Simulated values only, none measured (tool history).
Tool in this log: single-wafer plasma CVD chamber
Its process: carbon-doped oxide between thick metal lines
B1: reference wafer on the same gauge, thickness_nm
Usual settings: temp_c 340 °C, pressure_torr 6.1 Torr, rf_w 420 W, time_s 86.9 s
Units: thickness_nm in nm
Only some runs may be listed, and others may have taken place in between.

run 1 hour=0 | temp_c=340 pressure_torr=6.1 rf_w=420 time_s=86.9 | B1=416.681 | thickness_nm=362.128
run 2 hour=13.1 | temp_c=340 pressure_torr=6.1 rf_w=420 time_s=86.9 | B1=415.734 | thickness_nm=362.532
run 3 hour=35.8 | temp_c=340 pressure_torr=6.1 rf_w=420 time_s=86.9 | B1=416.537 | thickness_nm=359.941
run 4 hour=65.1 | temp_c=340 pressure_torr=6.1 rf_w=420 time_s=86.9 | B1=416.4 | thickness_nm=360.094
run 5 hour=91.2 | temp_c=340 pressure_torr=6.1 rf_w=420 time_s=86.9 | B1=416.882 | thickness_nm=358.315
run 6 hour=107.6 | temp_c=340 pressure_torr=6.1 rf_w=420 time_s=86.9 | B1=416.523 | thickness_nm=361.12
run 7 hour=123.7 | temp_c=340 pressure_torr=6.1 rf_w=420 time_s=86.9 | B1=416.086 | thickness_nm=359.982
run 8 hour=150.2 | temp_c=340 pressure_torr=6.1 rf_w=420 time_s=86.9 | B1=415.538 | thickness_nm=358.719
-- hour=168.9 thermocouple changed; heater temperature recalibrated
run 9 hour=169.8 | temp_c=340 pressure_torr=5.27 rf_w=360 time_s=103.5 | B1=416.07 | thickness_nm=353.996
run 10 hour=196.6 | temp_c=340 pressure_torr=5.34 rf_w=455 time_s=92.1 | B1=416.702 | thickness_nm=403.114
run 11 hour=214 | temp_c=340 pressure_torr=6.1 rf_w=420 time_s=86.9 | B1=416.102 | thickness_nm=359.007
run 12 hour=247.8 | temp_c=334 pressure_torr=6.1 rf_w=420 time_s=93.5 | B1=416.194 | thickness_nm=386.261
run 13 hour=282.3 | temp_c=340 pressure_torr=6.1 rf_w=420 time_s=100.3 | B1=415.829 | thickness_nm=414.865
run 14 hour=361.8 | temp_c=340 pressure_torr=6.1 rf_w=420 time_s=73 | B1=416.432 | thickness_nm=299.111
run 15 hour=380.9 | temp_c=340 pressure_torr=6.1 rf_w=500 time_s=86.9 | B1=415.671 | thickness_nm=419.251
run 16 hour=395.7 | temp_c=340 pressure_torr=6.1 rf_w=420 time_s=86.9 | B1=416.046 | thickness_nm=354.703
run 17 hour=411.2 | temp_c=331 pressure_torr=6.86 rf_w=355 time_s=100.1 | B1=415.608 | thickness_nm=357.389
-- hour=422.2 showerhead replaced
-- hour=436.8 RF generator calibrated
-- hour=440 capacitance manometer re-zeroed and calibrated
run 18 hour=442.7 | temp_c=329 pressure_torr=6.1 rf_w=365 time_s=86.9 | B1=415.861 | thickness_nm=301.525
-- hour=463.9 gauge calibrated
run 19 hour=467.1 | temp_c=326 pressure_torr=6.1 rf_w=420 time_s=98.1 | B1=416.44 | thickness_nm=393.922
run 20 hour=486.3 | temp_c=344 pressure_torr=6.1 rf_w=420 time_s=86.9 | B1=417.235 | thickness_nm=334.852
run 21 hour=520.9 | temp_c=340 pressure_torr=6.1 rf_w=420 time_s=86.9 | B1=416.528 | thickness_nm=338.605
run 22 hour=553.7 | temp_c=340 pressure_torr=5.01 rf_w=455 time_s=75.6 | B1=415.92 | thickness_nm=309.365
run 23 hour=571.1 | temp_c=340 pressure_torr=6.1 rf_w=420 time_s=86.9 | B1=416.027 | thickness_nm=338.705
run 24 hour=595.4 | temp_c=326 pressure_torr=6.1 rf_w=475 time_s=86.9 | B1=415.925 | thickness_nm=394.205
run 25 hour=625.1 | temp_c=340 pressure_torr=6.1 rf_w=465 time_s=102.9 | B1=415.906 | thickness_nm=446.113
-- hour=663.2 RF generator calibrated, repeated, since the last time left the tool worse
run 26 hour=721.2 | temp_c=340 pressure_torr=4.69 rf_w=470 time_s=86.9 | B1=416.379 | thickness_nm=397.312
run 27 hour=734.7 | temp_c=340 pressure_torr=6.1 rf_w=485 time_s=86.9 | B1=416.337 | thickness_nm=424.57

5 options for the next run, each taken on its own from the tool as it stands now. Forecast them:
run A hour=735.1 | temp_c=331 pressure_torr=6.1 rf_w=420 time_s=86.9 | B1=? | thickness_nm=?
run B hour=735.1 | temp_c=340 pressure_torr=7.41 rf_w=420 time_s=71.7 | B1=? | thickness_nm=?
run C hour=735.1 | temp_c=336 pressure_torr=6.9 rf_w=470 time_s=72.9 | B1=? | thickness_nm=?
run D hour=735.1 | temp_c=340 pressure_torr=6.97 rf_w=420 time_s=86.9 | B1=? | thickness_nm=?
run E hour=735.1 | temp_c=355 pressure_torr=7.33 rf_w=420 time_s=86.9 | B1=? | thickness_nm=?

run=A B1=415.348 thickness_nm=388.31
run=B B1=415.348 thickness_nm=319.256
run=C B1=415.348 thickness_nm=360.738
run=D B1=415.348 thickness_nm=384.496
run=E B1=415.348 thickness_nm=372.863
With no hidden state in the tool, these same runs would have given:
run=A thickness_nm=390.372
run=B thickness_nm=320.951
run=C thickness_nm=362.388
run=D thickness_nm=386.538
run=E thickness_nm=374.844
